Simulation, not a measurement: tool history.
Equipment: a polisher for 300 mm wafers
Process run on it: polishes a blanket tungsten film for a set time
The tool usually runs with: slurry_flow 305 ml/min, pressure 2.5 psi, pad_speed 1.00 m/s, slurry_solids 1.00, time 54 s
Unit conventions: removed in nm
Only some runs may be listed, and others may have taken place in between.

run    hour  slurry_flow  pressure  pad_speed  slurry_solids  time  incoming thickness of the incoming film, nm  removed
  1     0.0          305       2.5       1.00           1.10    54                                       1052.2    179.7
       48.8  -- slurry tank refilled with fresh slurry and peroxide
  2    74.4          330       2.9       1.00           1.00    54                                       1060.3    241.2
      112.4  -- slurry blender recalibrated
  3   113.6          330       2.9       1.00           1.00    54                                       1051.7    244.3
  4   194.4          330       2.9       1.00           1.00    54                                       1055.0    237.4
      212.9  -- head pressure recalibrated
  5   287.9          305       2.5       1.00           1.00    66                                       1052.8    247.4
      298.7  -- worn pad replaced by a new one
  6   376.0          305       2.5       1.00           1.00    66                                       1059.5    234.9
  7   444.8          305       3.0       1.00           1.00    54                                       1063.4    222.2
      476.5  -- slurry tank refilled with fresh slurry and peroxide
      517.4  -- slurry nozzle cleaned
  8   529.6          305       3.0       1.00           1.00    54                                       1059.0    244.2
      557.8  -- slurry blender recalibrated
      730.9  -- head pressure recalibrated
  9   757.5          305       2.5       1.00           1.00    54                                       1073.7    198.0
 10   820.3          305       2.5       1.00           0.70    54                                       1058.4    173.4
      829.8  -- worn pad replaced by a new one
 11   916.4          305       2.5       1.00           1.00    54                                       1047.3    177.3
 12   971.2          210       2.5       0.66           1.15    54                                       1059.3    120.3
      997.0  -- slurry blender recalibrated
      997.5  -- slurry tank refilled with fresh slurry and peroxide
 13  1071.5          305       2.1       0.78           1.00    54                                       1058.8    135.1
     1086.3  -- slurry nozzle cleaned
 14  1159.3          305       2.5       1.00           0.80    54                                       1067.2    186.9
 15  1211.5          305       2.5       1.00           1.00    54                                       1055.8    202.7
     1261.1  -- worn pad replaced by a new one
 16  1268.7          305       2.5       1.00           1.00    54                                       1050.4    196.2
     1275.8  -- head pressure recalibrated
 17  1363.8          305       2.5       1.00           1.00    64                                       1050.8    215.9
 18  1436.0          270       2.5       1.14           1.00    48                                       1061.7    177.0
 19  1504.9          335       2.2       1.34           1.00    38                                       1058.6    136.8
     1532.8  -- slurry tank refilled with fresh slurry and peroxide
     1535.7  -- slurry blender recalibrated
 20  1558.2          305       2.5       1.00           1.15    60                                       1058.0    231.4
     1573.6  -- slurry nozzle cleaned
 21  1644.5          390       2.0       1.00           1.20    41                                       1059.1    131.7
 22  1681.3          305       2.5       1.00           1.00    54                                       1065.8    199.0
     1713.1  -- head pressure recalibrated
 23  1720.7          305       3.3       1.28           0.90    60                                       1075.1    360.8
     1819.6  -- worn pad replaced by a new one
 24  1820.1          250       2.5       1.00           1.20    54                                       1074.6    201.2
 25  1918.7          305       2.5       1.30           0.85    54                                       1080.8    228.9

Here are 5 independent what-if runs from the current tool condition. What would each one return?
  A  1919.1          305       2.5       1.00           1.00    54                                       1071.1        ?
  B  1919.1          305       2.5       1.00           1.15    54                                       1071.1        ?
  C  1919.1          220       2.5       1.00           1.00    54                                       1071.1        ?
  D  1919.1          305       1.7       1.00           1.00    54                                       1071.1        ?
  E  1919.1          240       2.5       1.00           1.00    46                                       1071.1        ?

run  removed
  A    183.9
  B    191.1
  C    176.9
  D    125.0
  E    152.5
With no hidden state in the tool, these same runs would have given:
run  removed
  A    202.6
  B    210.5
  C    194.9
  D    137.7
  E    168.0
